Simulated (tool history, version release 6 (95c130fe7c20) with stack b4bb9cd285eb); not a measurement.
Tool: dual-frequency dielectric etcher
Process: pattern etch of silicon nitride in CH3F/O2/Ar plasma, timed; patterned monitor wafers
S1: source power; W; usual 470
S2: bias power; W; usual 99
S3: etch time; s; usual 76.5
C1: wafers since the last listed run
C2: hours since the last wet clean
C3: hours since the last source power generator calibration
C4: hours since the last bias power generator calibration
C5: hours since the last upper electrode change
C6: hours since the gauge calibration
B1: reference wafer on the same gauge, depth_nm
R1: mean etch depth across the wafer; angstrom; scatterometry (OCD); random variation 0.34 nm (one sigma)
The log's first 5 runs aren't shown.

| run | day | S1 | S2 | S3 | C1 | C2 | C3 | C4 | C5 | C6 | B1 | R1 |
|---|---|---|---|---|---|---|---|---|---|---|---|---|
| 6 | 5.892 | 470 | 99 | 76.5 | 364 | 307.7 | 3274.9 | 2373.1 | 4077.8 | 328.2 | 76 | 713 |
| 7 | 6.817 | 470 | 99 | 76.5 | 234 | 329.9 | 3297.1 | 2395.3 | 4100 | 350.4 | 76 | 708 |
| 8 | 8.258 | 470 | 99 | 76.5 | 364 | 364.5 | 3331.7 | 2429.9 | 4134.6 | 385 | 76.2 | 708 |
|  | 9.392 | upper electrode replaced |
|  | 9.575 | wet clean of the chamber |
| 9 | 9.596 | 470 | 99 | 76.5 | 38 | 0.5 | 3363.8 | 2462 | 4.9 | 417.1 | 76.1 | 707 |
| 10 | 10.546 | 470 | 99 | 76.5 | 240 | 23.3 | 3386.6 | 2484.8 | 27.7 | 439.9 | 76.1 | 706 |
|  | 11.408 | bias power generator calibrated |
| 11 | 11.808 | 470 | 99 | 76.5 | 277 | 53.6 | 3416.9 | 9.6 | 58 | 470.2 | 76 | 709 |
|  | 12.692 | gauge calibrated |
| 12 | 13.188 | 470 | 99 | 76.5 | 348 | 86.7 | 3450 | 42.7 | 91.1 | 11.9 | 76.1 | 707 |
| 13 | 14.312 | 470 | 99 | 76.5 | 284 | 113.7 | 3477 | 69.7 | 118.1 | 38.9 | 76.1 | 714 |
| 14 | 15.129 | 470 | 99 | 76.5 | 206 | 133.3 | 3496.6 | 89.3 | 137.7 | 58.5 | 76.1 | 705 |
| 15 | 16.617 | 470 | 99 | 76.5 | 376 | 169 | 3532.3 | 125 | 173.4 | 94.2 | 76.1 | 709 |
| 16 | 17.979 | 470 | 99 | 76.5 | 344 | 201.7 | 3565 | 157.7 | 206.1 | 126.9 | 76.1 | 706 |
| 17 | 19.012 | 350 | 99 | 91.5 | 261 | 226.5 | 3589.8 | 182.5 | 230.9 | 151.7 | 76.2 | 742 |
| 18 | 19.812 | 470 | 117 | 76.5 | 202 | 245.7 | 3609 | 201.7 | 250.1 | 170.9 | 76 | 753 |
| 19 | 20.471 | 470 | 99 | 86 | 166 | 261.5 | 3624.8 | 217.5 | 265.9 | 186.7 | 76.1 | 798 |
|  | 21.942 | source power generator calibrated |
| 20 | 21.962 | 470 | 99 | 76.5 | 335 | 297.3 | 0.5 | 253.3 | 301.7 | 222.5 | 76.1 | 709 |
| 21 | 23.112 | 470 | 116 | 76.5 | 290 | 324.9 | 28.1 | 280.9 | 329.3 | 250.1 | 76.1 | 754 |
|  | 24.55 | wet clean of the chamber |
| 22 | 24.571 | 470 | 99 | 76.5 | 115 | 0.5 | 63.1 | 315.9 | 364.3 | 285.1 | 76.1 | 705 |
| 23 | 25.925 | 360 | 99 | 86 | 342 | 33 | 95.6 | 348.4 | 396.8 | 317.6 | 76.1 | 699 |
| 24 | 26.829 | 470 | 106 | 95.5 | 228 | 54.7 | 117.3 | 370.1 | 418.5 | 339.3 | 76.2 | 904 |
| 25 | 27.429 | 520 | 110 | 56.5 | 151 | 69.1 | 131.7 | 384.5 | 432.9 | 353.7 | 76.2 | 572 |
| 26 | 28.042 | 470 | 99 | 76.5 | 154 | 83.8 | 146.4 | 399.2 | 447.6 | 368.4 | 76.1 | 704 |
| 27 | 28.708 | 580 | 81 | 76.5 | 168 | 99.8 | 162.4 | 415.2 | 463.6 | 384.4 | 76 | 728 |
| 28 | 30.204 | 470 | 99 | 76.5 | 378 | 135.7 | 198.3 | 451.1 | 499.5 | 420.3 | 76.1 | 711 |
| 29 | 31.25 | 470 | 99 | 60 | 264 | 160.8 | 223.4 | 476.2 | 524.6 | 445.4 | 76.2 | 560 |
| 30 | 31.838 | 470 | 80 | 76.5 | 148 | 174.9 | 237.5 | 490.3 | 538.7 | 459.5 | 76.1 | 663 |

4 ways to go on from here, each from the tool as it stands after run 30. What would each give?
| A | 31.854 | 380 | 99 | 76.5 | 4 | 175.3 | 237.9 | 490.7 | 539.1 | 459.9 | ? | ? |
| B | 31.854 | 360 | 86 | 70.5 | 4 | 175.3 | 237.9 | 490.7 | 539.1 | 459.9 | ? | ? |
| C | 31.854 | 360 | 119 | 95 | 4 | 175.3 | 237.9 | 490.7 | 539.1 | 459.9 | ? | ? |
| D | 31.854 | 440 | 99 | 76.5 | 4 | 175.3 | 237.9 | 490.7 | 539.1 | 459.9 | ? | ? |

| run | B1 | R1 |
|---|---|---|
| A | 76.2 | 642 |
| B | 76.2 | 548 |
| C | 76.2 | 831 |
| D | 76.2 | 687 |
Without the tool's hidden state the same runs would have given:
| run | R1 |
|---|---|
| A | 642 |
| B | 548 |
| C | 831 |
| D | 687 |
